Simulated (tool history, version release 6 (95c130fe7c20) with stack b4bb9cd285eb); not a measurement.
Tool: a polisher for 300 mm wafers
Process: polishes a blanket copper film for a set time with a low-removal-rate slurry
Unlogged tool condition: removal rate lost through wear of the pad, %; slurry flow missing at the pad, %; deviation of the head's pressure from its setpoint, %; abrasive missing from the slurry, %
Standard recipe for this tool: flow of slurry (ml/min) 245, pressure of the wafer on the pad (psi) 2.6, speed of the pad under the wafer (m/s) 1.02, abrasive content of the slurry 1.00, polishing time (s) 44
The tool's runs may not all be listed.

run,hour,flow of slurry (ml/min),pressure of the wafer on the pad (psi),speed of the pad under the wafer (m/s),abrasive content of the slurry,polishing time (s),wafers since the last listed run,wafers polished on this pad,hours since the slurry nozzle was cleaned,hours since the head pressure was calibrated,hours since the slurry blender was calibrated,"incoming thickness of the incoming film, nm",film removed (nm)
1,0.0,245,2.6,1.02,1.00,44,0,2206,621.4,1059.0,19.0,1183.9,127.4
# hour 6.8: slurry nozzle cleaned
2,69.2,245,2.6,1.02,1.00,44,1262,3468,62.4,1128.2,88.2,1186.7,125.4
# hour 100.9: worn pad replaced by a new one
3,146.3,245,2.6,1.02,1.00,44,1352,839,139.5,1205.3,165.3,1191.1,131.7
4,222.9,190,2.6,1.02,1.00,44,1417,2257,216.1,1281.9,241.9,1208.3,122.7
# hour 241.0: slurry blender recalibrated
5,275.3,190,2.6,1.02,1.00,44,932,3189,268.5,1334.3,34.3,1180.5,119.7
6,349.6,190,2.6,1.02,1.00,44,1374,4564,342.8,1408.6,108.6,1193.6,122.0
# hour 372.0: worn pad replaced by a new one
7,407.4,245,2.6,1.20,1.00,44,995,654,400.6,1466.4,166.4,1174.8,141.3
# hour 431.5: head pressure recalibrated
# hour 449.0: slurry blender recalibrated
8,461.8,245,2.6,1.20,1.00,44,932,1586,455.0,30.3,12.8,1214.9,142.0
9,508.6,245,2.9,1.02,1.00,44,866,2453,501.8,77.1,59.6,1197.9,136.0
10,573.8,245,2.4,0.76,0.75,44,1206,3659,567.0,142.3,124.8,1214.0,95.2
# hour 603.0: worn pad replaced by a new one
# hour 641.1: slurry nozzle cleaned
11,673.9,245,2.6,1.02,1.00,44,1759,1294,32.8,242.4,224.9,1175.6,130.3
# hour 694.3: slurry blender recalibrated
12,710.7,245,2.6,1.02,1.00,44,643,1938,69.6,279.2,16.4,1207.4,128.7
13,807.0,245,3.1,1.26,1.00,44,1782,3720,165.9,375.5,112.7,1214.5,162.0
# hour 822.0: worn pad replaced by a new one, of another model than before
14,891.3,245,3.3,1.02,1.00,44,1485,1281,250.2,459.8,197.0,1201.0,144.2
# hour 940.8: slurry blender recalibrated
15,976.7,245,2.9,1.02,1.00,44,1543,2825,335.6,545.2,35.9,1186.1,133.8
# hour 1069.4: worn pad replaced by a new one
16,1069.9,245,3.1,1.34,1.30,44,1650,8,428.8,638.4,129.1,1198.4,171.2
17,1160.1,245,2.2,1.02,1.00,44,1669,1677,519.0,728.6,219.3,1191.0,116.9
# hour 1186.3: slurry blender recalibrated
18,1197.6,245,1.7,1.02,1.15,44,656,2334,556.5,766.1,11.3,1199.1,110.6

How the hidden state differs across the entries between the runs, from the last listed run before each to the first after it:
Run 1 -> run 2: slurry nozzle cleaned (hour 6.8)
  removal rate lost through wear of the pad, %: 2.21 -> 3.19
  measured value less the no-hidden-state value, film removed (nm): -2.8 -> -4.2
Run 2 -> run 3: worn pad replaced by a new one (hour 100.9)
  removal rate lost through wear of the pad, %: 3.19 -> 0.759
  measured value less the no-hidden-state value, film removed (nm): -4.2 -> -1.0
Run 4 -> run 5: slurry blender recalibrated (hour 241.0)
  removal rate lost through wear of the pad, %: 1.84 -> 2.58
  measured value less the no-hidden-state value, film removed (nm): -2.3 -> -3.2
Run 6 -> run 7: worn pad replaced by a new one (hour 372.0)
  removal rate lost through wear of the pad, %: 3.62 -> 0.709
  measured value less the no-hidden-state value, film removed (nm): -4.6 -> -1.0
Run 7 -> run 8: head pressure recalibrated (hour 431.5); slurry blender recalibrated (hour 449.0)
  removal rate lost through wear of the pad, %: 0.709 -> 1.48
  measured value less the no-hidden-state value, film removed (nm): -1.0 -> -2.1
Run 10 -> run 11: worn pad replaced by a new one (hour 603.0); slurry nozzle cleaned (hour 641.1)
  removal rate lost through wear of the pad, %: 3.05 -> 1.15
  measured value less the no-hidden-state value, film removed (nm): -3.0 -> -1.5
Run 11 -> run 12: slurry blender recalibrated (hour 694.3)
  removal rate lost through wear of the pad, %: 1.15 -> 1.66
  measured value less the no-hidden-state value, film removed (nm): -1.5 -> -2.2
Run 13 -> run 14: worn pad replaced by a new one, of another model than before (hour 822.0)
  removal rate lost through wear of the pad, %: 3.02 -> 0.995
  measured value less the no-hidden-state value, film removed (nm): -5.1 -> -1.4
Run 14 -> run 15: slurry blender recalibrated (hour 940.8)
  removal rate lost through wear of the pad, %: 0.995 -> 2.2
  measured value less the no-hidden-state value, film removed (nm): -1.4 -> -3.0
Run 15 -> run 16: worn pad replaced by a new one (hour 1069.4)
  removal rate lost through wear of the pad, %: 2.2 -> 0.749
  measured value less the no-hidden-state value, film removed (nm): -3.0 -> -1.3
Run 17 -> run 18: slurry blender recalibrated (hour 1186.3)
  removal rate lost through wear of the pad, %: 2.02 -> 2.55
  measured value less the no-hidden-state value, film removed (nm): -2.4 -> -2.9

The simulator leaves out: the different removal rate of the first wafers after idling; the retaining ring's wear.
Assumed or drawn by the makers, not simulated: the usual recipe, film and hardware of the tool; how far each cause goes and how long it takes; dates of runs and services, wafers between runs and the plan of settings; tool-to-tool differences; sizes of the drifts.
